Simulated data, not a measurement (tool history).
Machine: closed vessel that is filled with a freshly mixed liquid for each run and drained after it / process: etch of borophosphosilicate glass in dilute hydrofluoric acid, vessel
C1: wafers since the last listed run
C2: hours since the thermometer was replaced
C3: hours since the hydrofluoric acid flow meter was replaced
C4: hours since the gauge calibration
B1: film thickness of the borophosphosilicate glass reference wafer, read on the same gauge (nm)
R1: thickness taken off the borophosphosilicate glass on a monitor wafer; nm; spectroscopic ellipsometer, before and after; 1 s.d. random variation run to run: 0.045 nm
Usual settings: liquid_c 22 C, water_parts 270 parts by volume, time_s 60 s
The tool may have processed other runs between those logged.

run 1 day=0 | liquid_c=22 water_parts=270 time_s=60 | C1=0 C2=1535.6 C3=235.5 C4=359.9 | B1=89.98 | R1=7.04
run 2 day=2.85 | liquid_c=22 water_parts=270 time_s=60 | C1=5179 C2=1604 C3=303.9 C4=428.3 | B1=90.02 | R1=7.03
run 3 day=4.821 | liquid_c=22 water_parts=270 time_s=60 | C1=3581 C2=1651.3 C3=351.2 C4=475.6 | B1=90 | R1=7.06
run 4 day=6.946 | liquid_c=20 water_parts=240 time_s=60 | C1=3862 C2=1702.3 C3=402.2 C4=526.6 | B1=90.02 | R1=7.57
run 5 day=8.996 | liquid_c=20 water_parts=240 time_s=60 | C1=3725 C2=1751.5 C3=451.4 C4=575.8 | B1=90 | R1=7.55
run 6 day=10.208 | liquid_c=20 water_parts=240 time_s=60 | C1=2203 C2=1780.6 C3=480.5 C4=604.9 | B1=90.04 | R1=7.44
run 7 day=11.588 | liquid_c=22 water_parts=330 time_s=60 | C1=2506 C2=1813.7 C3=513.6 C4=638 | B1=89.96 | R1=5.42
run 8 day=13.421 | liquid_c=22 water_parts=330 time_s=60 | C1=3332 C2=1857.7 C3=557.6 C4=682 | B1=89.98 | R1=5.46
run 9 day=15.179 | liquid_c=22 water_parts=330 time_s=60 | C1=3195 C2=1899.9 C3=599.8 C4=724.2 | B1=89.97 | R1=5.33
run 10 day=17.496 | liquid_c=22 water_parts=270 time_s=60 | C1=4210 C2=1955.5 C3=655.4 C4=779.8 | B1=90 | R1=6.99
-- day=17.696 hydrofluoric acid flow meter replaced
run 11 day=19.404 | liquid_c=22 water_parts=325 time_s=60 | C1=3392 C2=2001.3 C3=41 C4=825.6 | B1=90.03 | R1=5.48
run 12 day=20.908 | liquid_c=22 water_parts=325 time_s=60 | C1=2733 C2=2037.4 C3=77.1 C4=861.7 | B1=90.04 | R1=5.51
run 13 day=23.279 | liquid_c=22 water_parts=325 time_s=60 | C1=4308 C2=2094.3 C3=134 C4=918.6 | B1=90 | R1=5.52
run 14 day=25.896 | liquid_c=20 water_parts=240 time_s=60 | C1=4755 C2=2157.1 C3=196.8 C4=981.4 | B1=90.05 | R1=7.48
run 15 day=27.817 | liquid_c=24 water_parts=270 time_s=95 | C1=3491 C2=2203.2 C3=242.9 C4=1027.5 | B1=90.04 | R1=11.76
-- day=29.121 thermometer replaced
run 16 day=29.342 | liquid_c=22 water_parts=395 time_s=60 | C1=2695 C2=5.3 C3=279.5 C4=1064.1 | B1=89.99 | R1=4
run 17 day=31.467 | liquid_c=25.5 water_parts=320 time_s=75 | C1=3862 C2=56.3 C3=330.5 C4=1115.1 | B1=90.01 | R1=7.53
run 18 day=33.008 | liquid_c=17 water_parts=270 time_s=95 | C1=2801 C2=93.3 C3=367.5 C4=1152.1 | B1=90.04 | R1=8.48
run 19 day=34.904 | liquid_c=22 water_parts=270 time_s=60 | C1=3445 C2=138.8 C3=413 C4=1197.6 | B1=89.98 | R1=6.55
-- day=36.829 thermometer replaced, repeated, since the last time left the tool worse
run 20 day=37.767 | liquid_c=17 water_parts=270 time_s=95 | C1=5126 C2=22.5 C3=481.7 C4=1266.3 | B1=90 | R1=9.62
-- day=37.9 gauge calibrated
run 21 day=39.433 | liquid_c=26.5 water_parts=305 time_s=60 | C1=3029 C2=62.5 C3=521.7 C4=36.8 | B1=89.97 | R1=7.22
run 22 day=41.804 | liquid_c=22 water_parts=270 time_s=45 | C1=4308 C2=119.4 C3=578.6 C4=93.7 | B1=90 | R1=5.48
-- day=42.033 hydrofluoric acid flow meter replaced
run 23 day=43.679 | liquid_c=17 water_parts=270 time_s=95 | C1=3332 C2=164.4 C3=39.5 C4=138.7 | B1=90 | R1=9.64
run 24 day=44.692 | liquid_c=22 water_parts=270 time_s=60 | C1=1840 C2=188.7 C3=63.8 C4=163 | B1=89.97 | R1=7.36
run 25 day=46.375 | liquid_c=22 water_parts=400 time_s=60 | C1=3059 C2=229.1 C3=104.2 C4=203.4 | B1=90.05 | R1=4.39
run 26 day=47.533 | liquid_c=23.5 water_parts=305 time_s=90 | C1=2105 C2=256.9 C3=132 C4=231.2 | B1=90.05 | R1=9.82
run 27 day=49.388 | liquid_c=26 water_parts=390 time_s=30 | C1=3369 C2=301.4 C3=176.5 C4=275.7 | B1=90 | R1=2.58

Forecast each of these 4 alternatives for the next run:
run A day=49.417 | liquid_c=22 water_parts=270 time_s=60 | C1=53 C2=302.1 C3=177.2 C4=276.4 | B1=? | R1=?
run B day=49.417 | liquid_c=24 water_parts=230 time_s=70 | C1=53 C2=302.1 C3=177.2 C4=276.4 | B1=? | R1=?
run C day=49.417 | liquid_c=19.5 water_parts=340 time_s=45 | C1=53 C2=302.1 C3=177.2 C4=276.4 | B1=? | R1=?
run D day=49.417 | liquid_c=20 water_parts=135 time_s=40 | C1=53 C2=302.1 C3=177.2 C4=276.4 | B1=? | R1=?

run=A B1=89.97 R1=7.3
run=B B1=89.97 R1=11.19
run=C B1=89.97 R1=3.73
run=D B1=89.97 R1=10.32
Without the tool's unlogged condition, the same runs would have read:
run=A R1=7.39
run=B R1=11.32
run=C R1=3.77
run=D R1=10.45
